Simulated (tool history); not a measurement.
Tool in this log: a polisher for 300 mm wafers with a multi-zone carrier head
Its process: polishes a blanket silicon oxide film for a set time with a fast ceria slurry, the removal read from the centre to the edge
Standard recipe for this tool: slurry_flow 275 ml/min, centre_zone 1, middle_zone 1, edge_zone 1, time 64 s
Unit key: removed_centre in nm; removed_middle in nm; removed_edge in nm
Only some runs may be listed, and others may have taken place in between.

run	hour	slurry_flow	centre_zone	middle_zone	edge_zone	time	incoming thickness of the incoming film, nm	removed_centre	removed_middle	removed_edge
1	0	275	1	1	1	53	3356	631.2	636.6	616
2	49.7	275	1.1	1	1	76	3381.8	1000.2	917.3	896.3
# hour 96.5: worn pad replaced by a new one, of another model than before
3	118.1	275	1	1.08	1	64	3391.4	746.1	832.6	744.1
4	166.1	275	1	1	1	64	3352.9	739.2	765.2	737.9
5	211.8	275	1	0.89	1	64	3397	738.6	691	748.7
6	280.4	305	1	1	1	64	3403	749.7	767.7	735.9
7	334.6	275	1	1	1	64	3350.4	725.3	750.3	724.7
# hour 475.9: centre zone pressure recalibrated
# hour 513.6: worn pad replaced by a new one
8	520.8	275	1	1	0.96	64	3435.5	649.4	690.7	660.7
# hour 534.4: slurry nozzle cleaned
9	585.8	355	1	0.91	1	56	3389.8	685.1	663.3	679.4
# hour 594.7: edge zone pressure recalibrated
10	652.5	275	0.95	1.06	0.97	64	3385.4	713.1	821.9	734.2
11	690.1	275	1.07	1	1.08	64	3372.1	807.3	779.4	796.4
# hour 735: carrier head's membrane replaced by a new one
12	750.2	275	1	0.94	1	64	3442.7	745.7	734.8	750.1
13	803.1	215	1	1	1	64	3445.1	698.5	728.1	713.3
14	833.5	185	1	1.06	1	64	3379.4	643.9	720	673.9
15	898.1	185	1	1	1	64	3393.5	630.7	671	677.2
16	934.6	275	1	1	1	64	3419.2	734.8	760.9	752
17	966.1	275	1	1.09	1.09	64	3414.8	737.3	816.3	760.2
# hour 978.7: worn pad replaced by a new one
18	1037.3	275	0.96	0.93	1	64	3433.8	698.8	696.1	730
19	1069.9	195	1	1.09	1.09	46	3394.8	437.3	501	494.7
# hour 1107.6: slurry nozzle cleaned
20	1139.1	275	1	1	1	64	3378.8	752.4	786.7	761.8
21	1165.6	275	1.11	1	1	64	3402.8	841	781.1	756.8
22	1196.4	275	1	1	1	64	3369.7	748.6	772.6	741.1
23	1236.9	275	0.89	0.89	1	81	3401.9	843.3	900.8	947.1

Here are 3 independent what-if runs from the current tool condition. What would each one return?
A	1237.3	275	1	1	1	64	3344	?	?	?
B	1237.3	275	1	1	1	47	3344	?	?	?
C	1237.3	275	0.9	1.07	0.92	64	3344	?	?	?

run	removed_centre	removed_middle	removed_edge
A	752.4	772.3	756.9
B	552.6	567.2	555.9
C	676.9	818.5	727
Without the tool's hidden state the same runs would have given:
run	removed_centre	removed_middle	removed_edge
A	758.3	777.8	761
B	556.9	571.2	558.8
C	682.2	824.3	730.8
